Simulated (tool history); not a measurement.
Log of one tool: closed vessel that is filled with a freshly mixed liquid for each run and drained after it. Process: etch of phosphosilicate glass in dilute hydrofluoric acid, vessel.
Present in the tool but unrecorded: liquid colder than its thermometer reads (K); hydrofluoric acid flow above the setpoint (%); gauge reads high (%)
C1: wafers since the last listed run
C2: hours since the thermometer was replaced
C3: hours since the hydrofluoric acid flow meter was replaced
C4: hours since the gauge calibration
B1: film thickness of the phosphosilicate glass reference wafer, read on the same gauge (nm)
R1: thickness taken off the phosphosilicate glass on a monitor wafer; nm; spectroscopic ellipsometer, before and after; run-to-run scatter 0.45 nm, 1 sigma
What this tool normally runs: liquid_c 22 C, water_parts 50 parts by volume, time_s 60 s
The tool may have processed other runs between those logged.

{"run": 1, "hour": 0.0, "liquid_c": 22, "water_parts": 50, "time_s": 60, "C1": 0, "C2": 994.8, "C3": 2244.7, "C4": 295.4, "B1": 140.02, "R1": 124.1}
{"run": 2, "hour": 6.1, "liquid_c": 22, "water_parts": 50, "time_s": 60, "C1": 524, "C2": 1000.9, "C3": 2250.8, "C4": 301.5, "B1": 140.03, "R1": 123.14}
{"run": 3, "hour": 14.8, "liquid_c": 22, "water_parts": 50, "time_s": 60, "C1": 747, "C2": 1009.6, "C3": 2259.5, "C4": 310.2, "B1": 140.04, "R1": 124.23}
{"run": 4, "hour": 22.4, "liquid_c": 23, "water_parts": 50, "time_s": 60, "C1": 653, "C2": 1017.2, "C3": 2267.1, "C4": 317.8, "B1": 140.03, "R1": 129.53}
{"run": 5, "hour": 38.4, "liquid_c": 23, "water_parts": 50, "time_s": 60, "C1": 1375, "C2": 1033.2, "C3": 2283.1, "C4": 333.8, "B1": 140.03, "R1": 129.18}
{"run": 6, "hour": 46.6, "liquid_c": 23, "water_parts": 50, "time_s": 60, "C1": 704, "C2": 1041.4, "C3": 2291.3, "C4": 342, "B1": 140.02, "R1": 129.04}
{"run": 7, "hour": 81.0, "liquid_c": 18, "water_parts": 50, "time_s": 60, "C1": 2956, "C2": 1075.8, "C3": 2325.7, "C4": 376.4, "B1": 139.97, "R1": 104.27}
{"run": 8, "hour": 94.7, "liquid_c": 18, "water_parts": 50, "time_s": 60, "C1": 1177, "C2": 1089.5, "C3": 2339.4, "C4": 390.1, "B1": 140, "R1": 103.87}
{"run": 9, "hour": 109.3, "liquid_c": 18, "water_parts": 50, "time_s": 60, "C1": 1254, "C2": 1104.1, "C3": 2354, "C4": 404.7, "B1": 140.02, "R1": 103.78}
{"run": 10, "hour": 115.4, "liquid_c": 22, "water_parts": 50, "time_s": 60, "C1": 524, "C2": 1110.2, "C3": 2360.1, "C4": 410.8, "B1": 140.02, "R1": 122.64}
{"run": 11, "hour": 122.1, "liquid_c": 22, "water_parts": 50, "time_s": 60, "C1": 575, "C2": 1116.9, "C3": 2366.8, "C4": 417.5, "B1": 139.98, "R1": 123.13}
{"run": 12, "hour": 128.8, "liquid_c": 22, "water_parts": 50, "time_s": 60, "C1": 575, "C2": 1123.6, "C3": 2373.5, "C4": 424.2, "B1": 139.97, "R1": 122.55}
{"run": 13, "hour": 139.9, "liquid_c": 19.5, "water_parts": 50, "time_s": 60, "C1": 954, "C2": 1134.7, "C3": 2384.6, "C4": 435.3, "B1": 139.98, "R1": 109.73}
{"run": 14, "hour": 157.8, "liquid_c": 22, "water_parts": 70, "time_s": 75, "C1": 1538, "C2": 1152.6, "C3": 2402.5, "C4": 453.2, "B1": 140.03, "R1": 106.94}
{"run": 15, "hour": 170.3, "liquid_c": 26, "water_parts": 50, "time_s": 80, "C1": 1074, "C2": 1165.1, "C3": 2415, "C4": 465.7, "B1": 140.03, "R1": 192.65}
{"hour": 177.8, "done": "hydrofluoric acid flow meter replaced"}
{"run": 16, "hour": 184.0, "liquid_c": 22, "water_parts": 50, "time_s": 60, "C1": 1091, "C2": 1178.8, "C3": 6.2, "C4": 479.4, "B1": 140.01, "R1": 122.49}
{"hour": 184.2, "done": "gauge calibrated"}
{"run": 17, "hour": 196.4, "liquid_c": 22, "water_parts": 50, "time_s": 60, "C1": 1065, "C2": 1191.2, "C3": 18.6, "C4": 12.2, "B1": 140.01, "R1": 121.81}
{"run": 18, "hour": 203.3, "liquid_c": 20.5, "water_parts": 35, "time_s": 50, "C1": 593, "C2": 1198.1, "C3": 25.5, "C4": 19.1, "B1": 139.97, "R1": 138.55}
{"run": 19, "hour": 209.8, "liquid_c": 20, "water_parts": 35, "time_s": 70, "C1": 558, "C2": 1204.6, "C3": 32, "C4": 25.6, "B1": 139.97, "R1": 189.42}
{"run": 20, "hour": 216.8, "liquid_c": 22, "water_parts": 35, "time_s": 80, "C1": 601, "C2": 1211.6, "C3": 39, "C4": 32.6, "B1": 140.02, "R1": 236}
{"run": 21, "hour": 229.8, "liquid_c": 19, "water_parts": 35, "time_s": 75, "C1": 1117, "C2": 1224.6, "C3": 52, "C4": 45.6, "B1": 140.04, "R1": 193.8}
{"run": 22, "hour": 243.2, "liquid_c": 22, "water_parts": 50, "time_s": 60, "C1": 1151, "C2": 1238, "C3": 65.4, "C4": 59, "B1": 140.02, "R1": 121.77}
{"hour": 256.9, "done": "thermometer replaced"}
{"run": 23, "hour": 260.2, "liquid_c": 26, "water_parts": 30, "time_s": 60, "C1": 1375, "C2": 3.3, "C3": 82.4, "C4": 76, "B1": 140.02, "R1": 275.25}
{"run": 24, "hour": 268.5, "liquid_c": 18, "water_parts": 50, "time_s": 75, "C1": 713, "C2": 11.6, "C3": 90.7, "C4": 84.3, "B1": 139.96, "R1": 144.94}
{"run": 25, "hour": 274.6, "liquid_c": 22, "water_parts": 65, "time_s": 50, "C1": 524, "C2": 17.7, "C3": 96.8, "C4": 90.4, "B1": 140.01, "R1": 85.86}
{"run": 26, "hour": 288.8, "liquid_c": 24.5, "water_parts": 50, "time_s": 60, "C1": 1220, "C2": 31.9, "C3": 111, "C4": 104.6, "B1": 139.97, "R1": 150.73}
{"run": 27, "hour": 313.9, "liquid_c": 22, "water_parts": 50, "time_s": 60, "C1": 2157, "C2": 57, "C3": 136.1, "C4": 129.7, "B1": 140.02, "R1": 135.13}
{"run": 28, "hour": 326.2, "liquid_c": 22, "water_parts": 50, "time_s": 45, "C1": 1057, "C2": 69.3, "C3": 148.4, "C4": 142, "B1": 140.02, "R1": 101.69}
{"run": 29, "hour": 340.3, "liquid_c": 22, "water_parts": 50, "time_s": 60, "C1": 1211, "C2": 83.4, "C3": 162.5, "C4": 156.1, "B1": 139.99, "R1": 135.23}

Run 30, settings as shown, results not yet in. Your forecast:
{"run": 30, "hour": 353.2, "liquid_c": 22, "water_parts": 50, "time_s": 60, "C1": 1108, "C2": 96.3, "C3": 175.4, "C4": 169, "B1": "?", "R1": "?"}

B1: 139.98
R1: 135.14 nm
Were there no unlogged condition in the tool, this run, its random variation unchanged, would have produced R1 136.33 nm.

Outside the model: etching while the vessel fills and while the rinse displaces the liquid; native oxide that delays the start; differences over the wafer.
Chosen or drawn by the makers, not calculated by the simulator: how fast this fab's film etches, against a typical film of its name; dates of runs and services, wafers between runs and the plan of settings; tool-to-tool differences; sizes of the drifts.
